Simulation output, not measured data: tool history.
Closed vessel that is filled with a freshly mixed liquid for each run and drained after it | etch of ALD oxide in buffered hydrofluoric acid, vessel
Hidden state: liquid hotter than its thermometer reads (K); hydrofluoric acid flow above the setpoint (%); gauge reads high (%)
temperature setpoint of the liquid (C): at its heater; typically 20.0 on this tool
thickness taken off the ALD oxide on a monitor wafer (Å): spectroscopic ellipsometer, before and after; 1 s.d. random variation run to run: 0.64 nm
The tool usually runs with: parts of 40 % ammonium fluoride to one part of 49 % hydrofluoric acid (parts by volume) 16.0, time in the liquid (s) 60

| run | hour | temperature setpoint of the liquid (C) | parts of 40 % ammonium fluoride to one part of 49 % hydrofluoric acid (parts by volume) | time in the liquid (s) | wafers since the last listed run | hours since the thermometer was replaced | hours since the hydrofluoric acid flow meter was replaced | hours since the gauge calibration | read-back film thickness of the ALD oxide reference wafer, read on the same gauge (nm) | thickness taken off the ALD oxide on a monitor wafer (Å) |
|---|---|---|---|---|---|---|---|---|---|---|
| 1 | 0.0 | 22.0 | 16.0 | 50 | 0 | 1649.1 | 787.9 | 94.1 | 150.00 | 1222.9 |
| 2 | 16.0 | 20.0 | 16.0 | 60 | 1465 | 1665.1 | 803.9 | 110.1 | 150.03 | 1319.6 |
| 3 | 30.0 | 20.0 | 16.0 | 60 | 1282 | 1679.1 | 817.9 | 124.1 | 149.96 | 1323.2 |
| 4 | 51.7 | 20.0 | 16.0 | 60 | 1987 | 1700.8 | 839.6 | 145.8 | 150.01 | 1336.7 |
| 5 | 73.8 | 22.5 | 16.0 | 60 | 2024 | 1722.9 | 861.7 | 167.9 | 149.99 | 1536.3 |
| 6 | 108.9 | 20.0 | 16.0 | 60 | 3215 | 1758.0 | 896.8 | 203.0 | 150.02 | 1343.6 |
| 7 | 129.9 | 20.0 | 16.0 | 60 | 1923 | 1779.0 | 917.8 | 224.0 | 150.01 | 1342.5 |
| 8 | 146.7 | 20.0 | 16.0 | 60 | 1538 | 1795.8 | 934.6 | 240.8 | 150.03 | 1350.6 |
| 9 | 164.8 | 20.0 | 19.0 | 60 | 1657 | 1813.9 | 952.7 | 258.9 | 149.99 | 1146.0 |
| 10 | 182.8 | 20.0 | 19.0 | 60 | 1648 | 1831.9 | 970.7 | 276.9 | 150.01 | 1153.4 |
| 11 | 216.0 | 20.0 | 19.0 | 60 | 3040 | 1865.1 | 1003.9 | 310.1 | 150.03 | 1156.0 |
|  | 221.4 | hydrofluoric acid flow meter replaced |
| 12 | 249.8 | 22.5 | 16.0 | 60 | 3004 | 1898.9 | 28.4 | 343.9 | 150.01 | 1412.5 |
| 13 | 265.6 | 20.0 | 16.0 | 60 | 1447 | 1914.7 | 44.2 | 359.7 | 149.99 | 1233.0 |
| 14 | 292.1 | 20.0 | 11.0 | 60 | 2427 | 1941.2 | 70.7 | 386.2 | 150.03 | 1787.2 |
|  | 298.1 | thermometer replaced |
|  | 312.5 | gauge calibrated |
| 15 | 365.4 | 20.0 | 16.0 | 60 | 6622 | 67.3 | 144.0 | 52.9 | 150.01 | 1115.2 |
| 16 | 377.6 | 22.0 | 18.5 | 70 | 1117 | 79.5 | 156.2 | 65.1 | 149.99 | 1267.3 |
| 17 | 409.9 | 20.0 | 21.5 | 60 | 2958 | 111.8 | 188.5 | 97.4 | 149.99 | 855.7 |
| 18 | 439.6 | 20.0 | 16.0 | 30 | 2720 | 141.5 | 218.2 | 127.1 | 150.03 | 567.2 |
| 19 | 461.4 | 20.0 | 14.0 | 40 | 1996 | 163.3 | 240.0 | 148.9 | 150.00 | 855.5 |
| 20 | 494.0 | 20.0 | 16.0 | 60 | 2986 | 195.9 | 272.6 | 181.5 | 150.00 | 1146.7 |
| 21 | 513.0 | 20.0 | 13.5 | 60 | 1740 | 214.9 | 291.6 | 200.5 | 150.01 | 1352.2 |
| 22 | 525.3 | 24.0 | 14.0 | 60 | 1126 | 227.2 | 303.9 | 212.8 | 150.01 | 1643.0 |

Forecast each of these 4 alternatives for the next run:
| A | 526.0 | 20.0 | 18.0 | 60 | 64 | 227.9 | 304.6 | 213.5 | ? | ? |
| B | 526.0 | 20.0 | 17.5 | 90 | 64 | 227.9 | 304.6 | 213.5 | ? | ? |
| C | 526.0 | 18.0 | 16.0 | 60 | 64 | 227.9 | 304.6 | 213.5 | ? | ? |
| D | 526.0 | 23.0 | 14.0 | 50 | 64 | 227.9 | 304.6 | 213.5 | ? | ? |

| run | read-back film thickness of the ALD oxide reference wafer, read on the same gauge (nm) | thickness taken off the ALD oxide on a monitor wafer (Å) |
|---|---|---|
| A | 149.99 | 1019.9 |
| B | 149.99 | 1573.0 |
| C | 149.99 | 1023.5 |
| D | 149.99 | 1284.8 |
What these runs would have given with no unlogged condition in the tool:
| run | thickness taken off the ALD oxide on a monitor wafer (Å) |
|---|---|
| A | 941.1 |
| B | 1451.4 |
| C | 944.1 |
| D | 1186.4 |
